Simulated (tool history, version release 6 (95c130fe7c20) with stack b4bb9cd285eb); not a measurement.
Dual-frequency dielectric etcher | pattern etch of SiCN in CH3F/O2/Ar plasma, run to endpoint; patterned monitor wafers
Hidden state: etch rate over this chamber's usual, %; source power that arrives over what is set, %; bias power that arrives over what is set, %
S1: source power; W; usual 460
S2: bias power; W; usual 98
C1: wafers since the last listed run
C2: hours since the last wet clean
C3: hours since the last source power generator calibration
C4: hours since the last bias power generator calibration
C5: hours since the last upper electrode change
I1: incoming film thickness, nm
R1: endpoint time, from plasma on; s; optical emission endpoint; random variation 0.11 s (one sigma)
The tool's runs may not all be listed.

run,hour,S1,S2,C1,C2,C3,C4,C5,I1,R1
1,0.0,460,98,0,193.3,1555.2,2166.5,5152.7,6.96,15.3
2,12.0,460,98,166,205.3,1567.2,2178.5,5164.7,6.88,15.0
3,27.9,460,98,220,221.2,1583.1,2194.4,5180.6,6.89,15.2
4,55.4,460,98,381,248.7,1610.6,2221.9,5208.1,6.93,15.2
5,74.5,460,116,265,267.8,1629.7,2241.0,5227.2,6.87,14.3
6,92.8,460,116,254,286.1,1648.0,2259.3,5245.5,6.86,14.1
7,124.4,460,98,438,317.7,1679.6,2290.9,5277.1,6.91,15.4
8,139.5,460,98,209,332.8,1694.7,2306.0,5292.2,6.94,15.3
9,170.7,380,82,433,364.0,1725.9,2337.2,5323.4,6.96,17.8
10,190.5,380,82,274,383.8,1745.7,2357.0,5343.2,6.92,17.8
11,223.7,380,82,461,417.0,1778.9,2390.2,5376.4,6.91,18.0
# hour 236.4: source power generator calibrated
# hour 254.7: upper electrode replaced
12,255.2,460,109,127,448.5,18.8,2421.7,0.5,6.90,14.8
13,279.0,460,105,330,472.3,42.6,2445.5,24.3,6.88,15.2
14,308.4,460,105,408,501.7,72.0,2474.9,53.7,6.91,15.3
# hour 332.5: bias power generator calibrated
15,333.0,540,89,286,526.3,96.6,0.5,78.3,6.87,15.2
16,341.4,460,98,116,534.7,105.0,8.9,86.7,6.91,15.7
17,362.9,460,98,298,556.2,126.5,30.4,108.2,6.86,15.5
# hour 396.7: wet clean of the chamber
18,397.2,350,117,143,0.5,160.8,64.7,142.5,6.84,15.2
19,415.8,460,98,258,19.1,179.4,83.3,161.1,6.87,15.1
20,445.9,350,107,418,49.2,209.5,113.4,191.2,6.88,16.0
21,458.2,430,81,170,61.5,221.8,125.7,203.5,6.87,16.6
22,481.1,390,106,318,84.4,244.7,148.6,226.4,6.92,15.5
23,495.7,460,98,202,99.0,259.3,163.2,241.0,6.76,14.7
24,509.2,520,78,187,112.5,272.8,176.7,254.5,6.91,15.6
25,528.0,460,98,261,131.3,291.6,195.5,273.3,6.94,15.4
26,553.8,510,98,358,157.1,317.4,221.3,299.1,6.85,14.7
27,580.5,460,98,370,183.8,344.1,248.0,325.8,6.93,15.3
28,611.5,580,118,430,214.8,375.1,279.0,356.8,6.92,13.0
29,629.9,540,98,255,233.2,393.5,297.4,375.2,7.00,14.5

Forecast each of these 5 alternatives for the next run:
A,630.3,460,98,5,233.6,393.9,297.8,375.6,6.88,?
B,630.3,420,87,5,233.6,393.9,297.8,375.6,6.88,?
C,630.3,580,80,5,233.6,393.9,297.8,375.6,6.88,?
D,630.3,530,116,5,233.6,393.9,297.8,375.6,6.88,?
E,630.3,420,84,5,233.6,393.9,297.8,375.6,6.88,?

run,R1
A,15.4
B,16.7
C,15.2
D,13.7
E,17.0
Without the tool's hidden state the same runs would have given:
run,R1
A,15.1
B,16.4
C,14.9
D,13.4
E,16.7
